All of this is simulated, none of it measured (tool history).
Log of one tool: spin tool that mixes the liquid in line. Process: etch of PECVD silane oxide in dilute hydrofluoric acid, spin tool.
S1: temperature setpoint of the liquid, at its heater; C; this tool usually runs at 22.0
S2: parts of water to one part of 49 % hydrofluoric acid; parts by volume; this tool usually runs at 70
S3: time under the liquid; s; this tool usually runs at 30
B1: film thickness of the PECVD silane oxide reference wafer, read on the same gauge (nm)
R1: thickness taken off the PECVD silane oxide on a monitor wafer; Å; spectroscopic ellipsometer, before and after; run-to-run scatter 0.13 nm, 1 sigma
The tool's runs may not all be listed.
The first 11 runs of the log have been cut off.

| run | day | S1 | S2 | S3 | B1 | R1 |
|---|---|---|---|---|---|---|
| 12 | 34.667 | 22.0 | 70 | 30 | 100.00 | 136.7 |
| 13 | 37.654 | 22.0 | 45 | 30 | 100.00 | 220.6 |
| 14 | 41.025 | 24.0 | 55 | 20 | 100.00 | 127.0 |
| 15 | 44.829 | 27.0 | 70 | 50 | 99.99 | 277.5 |
| 16 | 47.508 | 17.0 | 95 | 40 | 100.00 | 106.1 |
| 17 | 49.096 | 20.5 | 70 | 20 | 99.99 | 86.7 |
| 18 | 53.488 | 17.0 | 55 | 25 | 99.97 | 120.2 |
| 19 | 56.596 | 22.0 | 70 | 25 | 100.00 | 114.9 |
|  | 57.825 | thermometer replaced |
| 20 | 58.946 | 26.0 | 70 | 15 | 100.01 | 80.7 |
| 21 | 62.025 | 22.0 | 70 | 30 | 99.99 | 137.5 |
|  | 63.175 | gauge calibrated |
| 22 | 65.304 | 18.5 | 80 | 45 | 100.00 | 154.7 |
| 23 | 67.071 | 24.0 | 100 | 15 | 100.00 | 50.5 |
| 24 | 70.054 | 26.0 | 70 | 15 | 100.02 | 82.0 |
| 25 | 71.825 | 22.0 | 70 | 30 | 99.97 | 138.0 |
| 26 | 75.604 | 24.0 | 70 | 30 | 100.01 | 147.2 |
| 27 | 79.296 | 18.5 | 105 | 40 | 100.00 | 101.5 |
| 28 | 82.688 | 19.0 | 100 | 45 | 100.00 | 122.2 |
| 29 | 86.817 | 22.0 | 70 | 30 | 99.98 | 135.8 |
| 30 | 90.062 | 23.5 | 100 | 50 | 100.01 | 166.0 |
| 31 | 91.642 | 24.0 | 90 | 35 | 100.01 | 131.5 |
| 32 | 94.579 | 22.0 | 70 | 15 | 100.01 | 69.0 |
| 33 | 96.138 | 26.5 | 85 | 45 | 100.02 | 200.9 |

4 ways to go on from here, each from the tool as it stands after run 33. What would each give?
| A | 96.154 | 22.0 | 70 | 50 | ? | ? |
| B | 96.154 | 20.0 | 35 | 20 | ? | ? |
| C | 96.154 | 18.5 | 55 | 15 | ? | ? |
| D | 96.154 | 19.5 | 55 | 50 | ? | ? |

| run | B1 | R1 |
|---|---|---|
| A | 99.98 | 227.6 |
| B | 99.98 | 174.7 |
| C | 99.98 | 76.4 |
| D | 99.98 | 265.6 |
With no hidden state in the tool, these same runs would have given:
| run | R1 |
|---|---|
| A | 227.6 |
| B | 174.7 |
| C | 76.4 |
| D | 265.6 |
